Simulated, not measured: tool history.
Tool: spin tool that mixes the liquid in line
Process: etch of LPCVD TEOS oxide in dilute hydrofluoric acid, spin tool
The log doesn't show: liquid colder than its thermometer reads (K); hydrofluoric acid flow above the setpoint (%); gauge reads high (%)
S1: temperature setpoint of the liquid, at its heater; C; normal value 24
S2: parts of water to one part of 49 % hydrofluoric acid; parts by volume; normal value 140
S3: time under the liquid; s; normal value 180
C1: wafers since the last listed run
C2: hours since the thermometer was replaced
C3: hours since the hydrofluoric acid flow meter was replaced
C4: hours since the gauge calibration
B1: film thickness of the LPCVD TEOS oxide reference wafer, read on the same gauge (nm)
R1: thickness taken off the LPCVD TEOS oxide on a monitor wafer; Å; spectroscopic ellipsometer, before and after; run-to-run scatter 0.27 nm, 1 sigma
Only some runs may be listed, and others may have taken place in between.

run 1 day=0 | S1=24 S2=140 S3=180 | C1=0 C2=265.4 C3=766.8 C4=1117.1 | B1=109.99 | R1=301.1
run 2 day=3.446 | S1=24 S2=140 S3=180 | C1=820 C2=348.1 C3=849.5 C4=1199.8 | B1=110 | R1=301.1
run 3 day=5.567 | S1=24 S2=140 S3=180 | C1=504 C2=399 C3=900.4 C4=1250.7 | B1=110.01 | R1=310.3
run 4 day=8.188 | S1=24 S2=140 S3=180 | C1=624 C2=461.9 C3=963.3 C4=1313.6 | B1=109.99 | R1=306.6
run 5 day=11.038 | S1=24 S2=140 S3=180 | C1=678 C2=530.3 C3=1031.7 C4=1382 | B1=110.01 | R1=312.7
-- day=13.946 hydrofluoric acid flow meter replaced
run 6 day=14.379 | S1=27.5 S2=110 S3=180 | C1=785 C2=610.5 C3=10.4 C4=1462.2 | B1=110 | R1=424.7
run 7 day=18.875 | S1=27.5 S2=110 S3=180 | C1=1070 C2=718.4 C3=118.3 C4=1570.1 | B1=109.97 | R1=435.1
run 8 day=23.233 | S1=24 S2=140 S3=180 | C1=1037 C2=823 C3=222.9 C4=1674.7 | B1=110.03 | R1=292
run 9 day=25.975 | S1=24 S2=140 S3=180 | C1=652 C2=888.8 C3=288.7 C4=1740.5 | B1=109.98 | R1=290.4
run 10 day=29.058 | S1=24 S2=140 S3=180 | C1=734 C2=962.8 C3=362.7 C4=1814.5 | B1=109.99 | R1=291.5
-- day=30.588 thermometer replaced
run 11 day=31.312 | S1=24 S2=140 S3=180 | C1=526 C2=17.4 C3=416.8 C4=1868.6 | B1=109.99 | R1=292.8
run 12 day=33.504 | S1=24 S2=190 S3=180 | C1=521 C2=70 C3=469.4 C4=1921.2 | B1=110.01 | R1=206.6
run 13 day=37.679 | S1=24 S2=190 S3=180 | C1=994 C2=170.2 C3=569.6 C4=2021.4 | B1=110 | R1=207.5
run 14 day=39.954 | S1=24 S2=190 S3=180 | C1=541 C2=224.8 C3=624.2 C4=2076 | B1=109.98 | R1=209.6
run 15 day=43.604 | S1=21.5 S2=85 S3=230 | C1=869 C2=312.4 C3=711.8 C4=2163.6 | B1=110 | R1=610.2
run 16 day=47.575 | S1=28 S2=170 S3=100 | C1=945 C2=407.7 C3=807.1 C4=2258.9 | B1=109.97 | R1=156.4
run 17 day=49.383 | S1=20 S2=140 S3=280 | C1=430 C2=451.1 C3=850.5 C4=2302.3 | B1=109.99 | R1=414.7
-- day=51.071 gauge calibrated
run 18 day=51.221 | S1=21 S2=140 S3=180 | C1=437 C2=495.2 C3=894.6 C4=3.6 | B1=110 | R1=273.8
run 19 day=53.329 | S1=19.5 S2=200 S3=225 | C1=501 C2=545.8 C3=945.2 C4=54.2 | B1=110.02 | R1=212.4
-- day=54.65 hydrofluoric acid flow meter replaced
run 20 day=61.038 | S1=22.5 S2=75 S3=75 | C1=1825 C2=730.8 C3=153.3 C4=239.2 | B1=109.98 | R1=219.6
run 21 day=64.35 | S1=19 S2=90 S3=80 | C1=788 C2=810.3 C3=232.8 C4=318.7 | B1=110 | R1=171.8
run 22 day=67.883 | S1=24 S2=140 S3=215 | C1=841 C2=895.1 C3=317.6 C4=403.5 | B1=110.01 | R1=345.6
run 23 day=79.888 | S1=24 S2=190 S3=180 | C1=2858 C2=1183.2 C3=605.7 C4=691.6 | B1=110 | R1=207
run 24 day=82.508 | S1=24 S2=115 S3=280 | C1=624 C2=1246.1 C3=668.6 C4=754.5 | B1=109.99 | R1=578.8
-- day=82.825 thermometer replaced
run 25 day=86.492 | S1=24 S2=80 S3=235 | C1=938 C2=88 C3=764.2 C4=850.1 | B1=109.99 | R1=745.7
run 26 day=88.071 | S1=24 S2=140 S3=180 | C1=375 C2=125.9 C3=802.1 C4=888 | B1=109.98 | R1=299.9
run 27 day=90.475 | S1=26 S2=160 S3=180 | C1=572 C2=183.6 C3=859.8 C4=945.7 | B1=109.99 | R1=286.2
run 28 day=94.058 | S1=19.5 S2=90 S3=230 | C1=853 C2=269.6 C3=945.8 C4=1031.7 | B1=110.02 | R1=531.4

Table of differences, measured result less the result of that run with no hidden state. Run-to-run variation is the same in both. Gauge scatter possibly is not:
run=1 R1=+24.4
run=2 R1=+26.6
run=3 R1=+28.8
run=4 R1=+30.1
run=5 R1=+32.6
run=6 R1=+2.4
run=7 R1=+7.3
run=8 R1=+8.1
run=9 R1=+9.9
run=10 R1=+12
run=11 R1=+13.6
run=12 R1=+11.1
run=13 R1=+13.1
run=14 R1=+14.4
run=15 R1=+43
run=16 R1=+13.4
run=17 R1=+35.5
run=18 R1=+24.5
run=19 R1=+20.7
run=20 R1=+3.6
run=21 R1=+4.1
run=22 R1=+11.7
run=23 R1=+13.2
run=24 R1=+38.2
run=25 R1=+53.9
run=26 R1=+23.9
run=27 R1=+24.7
run=28 R1=+46.6
